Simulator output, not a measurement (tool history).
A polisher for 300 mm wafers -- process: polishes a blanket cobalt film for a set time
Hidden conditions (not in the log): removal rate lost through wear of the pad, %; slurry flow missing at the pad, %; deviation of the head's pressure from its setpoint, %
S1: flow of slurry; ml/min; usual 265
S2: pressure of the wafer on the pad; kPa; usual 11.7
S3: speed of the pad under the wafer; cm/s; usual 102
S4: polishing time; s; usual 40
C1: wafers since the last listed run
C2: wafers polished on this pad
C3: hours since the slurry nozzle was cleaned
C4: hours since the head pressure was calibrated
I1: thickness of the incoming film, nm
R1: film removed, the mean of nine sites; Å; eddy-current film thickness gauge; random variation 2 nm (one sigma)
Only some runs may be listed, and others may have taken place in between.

run     day   S1    S2   S3  S4   C1    C2     C3      C4      I1    R1
  1       0  265  11.7  102  40    0   805    149   505.4  1358.1  1518
  2   2.642  265  11.7  102  40  490  1295  212.4   568.8    1349  1479
      3.479  -- worn pad replaced by a new one
  3    4.05  265  11.7  102  40  230   105  246.2   602.6  1360.5  1594
  4   4.929  265  11.7  102  40  163   268  267.3   623.7  1347.4  1611
  5   5.854  265  11.7  102  47  171   440  289.5   645.9  1341.3  1872
  6   6.796  265  11.7  102  47  174   615  312.1   668.5  1362.1  1852
  7   7.917  265  11.7  102  40  208   823    339   695.4  1345.6  1605
  8   8.925  315  11.7  102  40  187  1010  363.2   719.6  1367.2  1576
  9   9.567  315  11.7  102  40  119  1129  378.6     735  1360.2  1522
 10  10.817  315  11.7  102  40  231  1361  408.6     765  1339.9  1500
     11.558  -- worn pad replaced by a new one
 11  11.725  265  11.7  102  40  137    30  430.4   786.8    1349  1598
 12  14.454  265  11.7  102  40  506   537  495.9   852.3  1356.6  1565
 13  15.733  265  12.4  102  40  237   774  526.6     883  1353.6  1633
 14  16.658  265  11.7  128  40  171   946  548.8   905.2  1362.9  1844
 15  17.183  265  11.7  102  40   97  1043  561.4   917.8  1350.3  1520
 16  18.183  265  11.7  102  40  185  1229  585.4   941.8  1348.2  1475
     19.246  -- worn pad replaced by a new one
 17  19.675  180     9  102  40  245    79  621.2   977.6  1338.6  1223
 18  20.825  265  15.2   92  40  213   293  648.8  1005.2  1376.1  1883
     20.971  -- head pressure recalibrated
 19  22.133  265  11.7  102  40  227   520  680.2    27.9  1323.3  1577
 20  23.375  265  11.7  102  40  230   750    710    57.7  1348.6  1541
 21  24.621  265  11.7  102  40  231   982  739.9    87.6    1351  1496
 22   25.65  335  13.1   84  31  191  1173  764.6   112.3  1374.3  1124
     25.729  -- slurry nozzle cleaned
 23  26.471  305  11.7  122  29  144  1317   17.8     132  1340.3  1258
     26.754  -- worn pad replaced by a new one
 24  27.242  215  10.3  132  36  112    90   36.3   150.5  1343.9  1582
 25  28.288  265  15.9   82  27  194   284   61.4   175.6  1346.9  1199
 26  29.454  265  11.7  102  40  216   501   89.4   203.6    1319  1613
 27  30.708  265  11.7  102  40  232   733  119.5   233.7  1348.8  1522
 28  32.029  265  11.7  126  44  245   979  151.2   265.4  1366.1  1987
 29  33.238  265  13.8  102  50  224  1203  180.2   294.4  1342.8  2181
     33.938  -- worn pad replaced by a new one
 30  33.958  235     9  114  36  102     3  197.5   311.7  1345.1  1201
 31  35.029  265  11.7  102  40  198   202  223.2   337.4  1374.7  1592
 32  35.621  265  11.7  102  40  109   312  237.4   351.6  1337.9  1569

Consider 5 possible next runs. They are alternatives, not a sequence: every one starts from the tool as it was left by run 32. What does each give?
  A  35.638  265  11.7   88  40   3  315  237.8  352  1334.4   ?
  B  35.638  330  11.7  102  40   3  315  237.8  352  1334.4   ?
  C  35.638  210  11.7  114  31   3  315  237.8  352  1334.4   ?
  D  35.638  225  15.2   74  40   3  315  237.8  352  1334.4   ?
  E  35.638  265  11.7   70  30   3  315  237.8  352  1334.4   ?

run    R1
  A  1426
  B  1637
  C  1349
  D  1566
  E   890
Without the tool's hidden state the same runs would have given:
run    R1
  A  1445
  B  1658
  C  1366
  D  1586
  E   902

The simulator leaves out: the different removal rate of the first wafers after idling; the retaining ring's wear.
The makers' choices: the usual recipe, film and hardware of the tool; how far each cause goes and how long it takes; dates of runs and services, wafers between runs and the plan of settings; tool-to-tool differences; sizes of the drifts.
